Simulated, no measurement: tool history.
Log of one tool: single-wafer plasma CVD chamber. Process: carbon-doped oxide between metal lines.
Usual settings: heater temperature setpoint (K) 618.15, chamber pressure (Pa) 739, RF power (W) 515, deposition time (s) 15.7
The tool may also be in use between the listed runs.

| run | hour | heater temperature setpoint (K) | chamber pressure (Pa) | RF power (W) | deposition time (s) | wafers since the last listed run | hours since the last thermocouple change | hours since the last RF generator calibration | hours since the last manometer calibration | hours since the showerhead was replaced | hours since the gauge calibration | read-back reference wafer on the same gauge, thickness_nm | mean film thickness on the monitor wafer (nm) |
|---|---|---|---|---|---|---|---|---|---|---|---|---|---|
| 1 | 0.0 | 618.15 | 739 | 515 | 15.7 | 0 | 1840.3 | 1598.4 | 1782.0 | 4468.8 | 152.5 | 66.109 | 79.218 |
|  | 11.7 | RF generator calibrated |
| 2 | 31.0 | 618.15 | 739 | 515 | 15.7 | 517 | 1871.3 | 19.3 | 1813.0 | 4499.8 | 183.5 | 66.105 | 80.980 |
| 3 | 82.1 | 618.15 | 739 | 515 | 15.7 | 1150 | 1922.4 | 70.4 | 1864.1 | 4550.9 | 234.6 | 66.088 | 81.195 |
| 4 | 152.5 | 618.15 | 739 | 515 | 15.7 | 1584 | 1992.8 | 140.8 | 1934.5 | 4621.3 | 305.0 | 66.102 | 80.891 |
| 5 | 222.6 | 618.15 | 739 | 515 | 15.7 | 1577 | 2062.9 | 210.9 | 2004.6 | 4691.4 | 375.1 | 66.126 | 80.641 |
| 6 | 287.9 | 618.15 | 739 | 515 | 15.7 | 1469 | 2128.2 | 276.2 | 2069.9 | 4756.7 | 440.4 | 66.092 | 80.366 |
| 7 | 342.9 | 618.15 | 739 | 515 | 15.7 | 1237 | 2183.2 | 331.2 | 2124.9 | 4811.7 | 495.4 | 66.141 | 80.292 |
| 8 | 376.5 | 618.15 | 739 | 425 | 14.2 | 756 | 2216.8 | 364.8 | 2158.5 | 4845.3 | 529.0 | 66.101 | 62.054 |
| 9 | 426.3 | 618.15 | 739 | 515 | 15.7 | 1120 | 2266.6 | 414.6 | 2208.3 | 4895.1 | 578.8 | 66.103 | 79.815 |
| 10 | 462.4 | 622.15 | 664 | 605 | 17.3 | 812 | 2302.7 | 450.7 | 2244.4 | 4931.2 | 614.9 | 66.090 | 95.219 |
| 11 | 517.8 | 631.15 | 739 | 605 | 15.7 | 1246 | 2358.1 | 506.1 | 2299.8 | 4986.6 | 670.3 | 66.123 | 86.896 |
| 12 | 545.9 | 618.15 | 869 | 515 | 16.9 | 632 | 2386.2 | 534.2 | 2327.9 | 5014.7 | 698.4 | 66.073 | 87.862 |
|  | 580.6 | thermocouple changed; heater temperature recalibrated |
| 13 | 581.1 | 623.15 | 739 | 610 | 13.3 | 612 | 0.5 | 569.4 | 2363.1 | 5049.9 | 733.6 | 66.128 | 75.447 |
|  | 623.8 | capacitance manometer re-zeroed and calibrated |
| 14 | 643.9 | 618.15 | 739 | 515 | 15.7 | 1233 | 63.3 | 632.2 | 20.1 | 5112.7 | 796.4 | 66.109 | 79.388 |
|  | 665.0 | showerhead replaced, of another model than before |
| 15 | 704.8 | 604.15 | 739 | 515 | 15.7 | 1190 | 124.2 | 693.1 | 81.0 | 39.8 | 857.3 | 66.119 | 82.170 |
|  | 748.7 | gauge calibrated |
| 16 | 763.6 | 618.15 | 739 | 515 | 15.7 | 1323 | 183.0 | 751.9 | 139.8 | 98.6 | 14.9 | 66.109 | 78.883 |
| 17 | 796.8 | 618.15 | 739 | 515 | 15.7 | 747 | 216.2 | 785.1 | 173.0 | 131.8 | 48.1 | 66.094 | 79.439 |
| 18 | 840.9 | 618.15 | 601 | 550 | 15.7 | 992 | 260.3 | 829.2 | 217.1 | 175.9 | 92.2 | 66.099 | 77.303 |
| 19 | 881.2 | 618.15 | 739 | 515 | 16.6 | 907 | 300.6 | 869.5 | 257.4 | 216.2 | 132.5 | 66.068 | 83.606 |
| 20 | 931.4 | 618.15 | 739 | 415 | 15.7 | 1129 | 350.8 | 919.7 | 307.6 | 266.4 | 182.7 | 66.100 | 60.781 |
| 21 | 966.7 | 618.15 | 596 | 515 | 18.0 | 794 | 386.1 | 955.0 | 342.9 | 301.7 | 218.0 | 66.124 | 82.754 |
| 22 | 1026.2 | 618.15 | 835 | 515 | 14.4 | 1339 | 445.6 | 1014.5 | 402.4 | 361.2 | 277.5 | 66.119 | 73.874 |
| 23 | 1051.3 | 632.15 | 832 | 515 | 17.8 | 564 | 470.7 | 1039.6 | 427.5 | 386.3 | 302.6 | 66.099 | 88.177 |
| 24 | 1096.5 | 618.15 | 739 | 515 | 18.1 | 1017 | 515.9 | 1084.8 | 472.7 | 431.5 | 347.8 | 66.111 | 90.516 |
| 25 | 1135.1 | 628.15 | 739 | 515 | 18.2 | 868 | 554.5 | 1123.4 | 511.3 | 470.1 | 386.4 | 66.059 | 88.811 |
| 26 | 1170.2 | 618.15 | 739 | 515 | 15.7 | 790 | 589.6 | 1158.5 | 546.4 | 505.2 | 421.5 | 66.085 | 78.632 |
| 27 | 1236.9 | 618.15 | 739 | 515 | 15.7 | 1501 | 656.3 | 1225.2 | 613.1 | 571.9 | 488.2 | 66.092 | 78.426 |

Forecast each of these 5 alternatives for the next run:
| A | 1237.3 | 618.15 | 739 | 515 | 15.7 | 9 | 656.7 | 1225.6 | 613.5 | 572.3 | 488.6 | ? | ? |
| B | 1237.3 | 618.15 | 915 | 515 | 15.7 | 9 | 656.7 | 1225.6 | 613.5 | 572.3 | 488.6 | ? | ? |
| C | 1237.3 | 632.15 | 909 | 515 | 14.2 | 9 | 656.7 | 1225.6 | 613.5 | 572.3 | 488.6 | ? | ? |
| D | 1237.3 | 623.15 | 868 | 515 | 15.7 | 9 | 656.7 | 1225.6 | 613.5 | 572.3 | 488.6 | ? | ? |
| E | 1237.3 | 618.15 | 861 | 515 | 15.7 | 9 | 656.7 | 1225.6 | 613.5 | 572.3 | 488.6 | ? | ? |

| run | read-back reference wafer on the same gauge, thickness_nm | mean film thickness on the monitor wafer (nm) |
|---|---|---|
| A | 66.099 | 78.587 |
| B | 66.099 | 81.673 |
| C | 66.099 | 71.430 |
| D | 66.099 | 80.100 |
| E | 66.099 | 81.072 |
Without the tool's hidden state the same runs would have given:
| run | mean film thickness on the monitor wafer (nm) |
|---|---|
| A | 81.271 |
| B | 84.462 |
| C | 73.869 |
| D | 82.835 |
| E | 83.841 |
